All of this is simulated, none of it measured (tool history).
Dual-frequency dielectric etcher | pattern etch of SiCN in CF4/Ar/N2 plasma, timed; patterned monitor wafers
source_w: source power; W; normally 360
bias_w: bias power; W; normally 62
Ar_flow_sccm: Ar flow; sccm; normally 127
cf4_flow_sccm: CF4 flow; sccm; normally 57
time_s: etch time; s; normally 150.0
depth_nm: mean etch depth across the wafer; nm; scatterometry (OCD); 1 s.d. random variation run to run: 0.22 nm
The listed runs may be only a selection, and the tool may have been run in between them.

run,hour,source_w,bias_w,Ar_flow_sccm,cf4_flow_sccm,time_s,wafers since the last listed run,hours since the last wet clean,hours since the last source power generator calibration,hours since the last bias power generator calibration,hours since the last Ar flow controller change,hours since the last CF4 flow controller change,hours since the last upper electrode change,hours since the gauge calibration,"read-back reference wafer on the same gauge, depth_nm",depth_nm
1,0.0,360,66,127,57,150.0,0,403.6,2233.5,32.0,2859.5,2242.0,7.0,430.3,110.9,102.8
# hour 50.9: Ar flow controller replaced
2,57.8,360,66,127,57,150.0,306,461.4,2291.3,89.8,6.9,2299.8,64.8,488.1,110.9,103.2
# hour 65.2: CF4 flow controller replaced
3,85.6,360,62,127,57,150.0,129,489.2,2319.1,117.6,34.7,20.4,92.6,515.9,110.8,100.7
4,113.3,360,62,127,57,150.0,163,516.9,2346.8,145.3,62.4,48.1,120.3,543.6,111.0,100.8
# hour 120.0: gauge calibrated
# hour 149.3: wet clean of the chamber
5,149.8,360,62,127,57,150.0,73,0.5,2383.3,181.8,98.9,84.6,156.8,29.8,110.9,97.8
6,150.2,360,62,127,57,150.0,2,0.9,2383.7,182.2,99.3,85.0,157.2,30.2,110.9,98.2
7,173.2,360,62,127,52,150.0,136,23.9,2406.7,205.2,122.3,108.0,180.2,53.2,110.9,96.1
8,195.7,360,62,127,47,110.0,133,46.4,2429.2,227.7,144.8,130.5,202.7,75.7,110.9,69.7
9,209.5,360,77,155,49,150.0,81,60.2,2443.0,241.5,158.6,144.3,216.5,89.5,110.8,100.9
10,237.1,360,62,127,57,150.0,163,87.8,2470.6,269.1,186.2,171.9,244.1,117.1,110.8,98.1
11,256.4,360,51,127,57,150.0,114,107.1,2489.9,288.4,205.5,191.2,263.4,136.4,110.9,91.4
12,282.7,390,62,127,57,150.0,155,133.4,2516.2,314.7,231.8,217.5,289.7,162.7,111.0,103.7
13,309.5,360,62,97,57,150.0,158,160.2,2543.0,341.5,258.6,244.3,316.5,189.5,110.9,104.0
14,343.5,360,51,97,57,106.5,201,194.2,2577.0,375.5,292.6,278.3,350.5,223.5,111.0,68.7
15,358.2,360,62,127,57,150.0,86,208.9,2591.7,390.2,307.3,293.0,365.2,238.2,110.9,98.8
# hour 362.5: source power generator calibrated
16,370.4,360,62,118,57,150.0,48,221.1,7.9,402.4,319.5,305.2,377.4,250.4,111.0,100.4
17,399.9,360,74,136,65,174.0,174,250.6,37.4,431.9,349.0,334.7,406.9,279.9,110.9,124.3
18,479.7,380,62,127,57,150.0,472,330.4,117.2,511.7,428.8,414.5,486.7,359.7,110.9,103.0
19,507.4,420,51,110,48,150.0,163,358.1,144.9,539.4,456.5,442.2,514.4,387.4,110.9,102.0
20,522.2,360,62,127,57,150.0,87,372.9,159.7,554.2,471.3,457.0,529.2,402.2,110.9,100.0
21,556.1,440,62,127,57,150.0,200,406.8,193.6,588.1,505.2,490.9,563.1,436.1,110.9,113.9

What if the next run were any one of these 4? Each begins from the tool's condition after run 21:
A,556.6,360,62,151,57,150.0,2,407.3,194.1,588.6,505.7,491.4,563.6,436.6,?,?
B,556.6,300,62,98,45,178.0,2,407.3,194.1,588.6,505.7,491.4,563.6,436.6,?,?
C,556.6,290,62,127,53,150.0,2,407.3,194.1,588.6,505.7,491.4,563.6,436.6,?,?
D,556.6,410,62,127,57,150.0,2,407.3,194.1,588.6,505.7,491.4,563.6,436.6,?,?

run,"read-back reference wafer on the same gauge, depth_nm",depth_nm
A,111.0,96.5
B,111.0,107.6
C,111.0,86.5
D,111.0,108.5
Stripped of hidden state, with their random variation kept, the same runs would have yielded:
run,depth_nm
A,94.7
B,105.7
C,85.0
D,106.5

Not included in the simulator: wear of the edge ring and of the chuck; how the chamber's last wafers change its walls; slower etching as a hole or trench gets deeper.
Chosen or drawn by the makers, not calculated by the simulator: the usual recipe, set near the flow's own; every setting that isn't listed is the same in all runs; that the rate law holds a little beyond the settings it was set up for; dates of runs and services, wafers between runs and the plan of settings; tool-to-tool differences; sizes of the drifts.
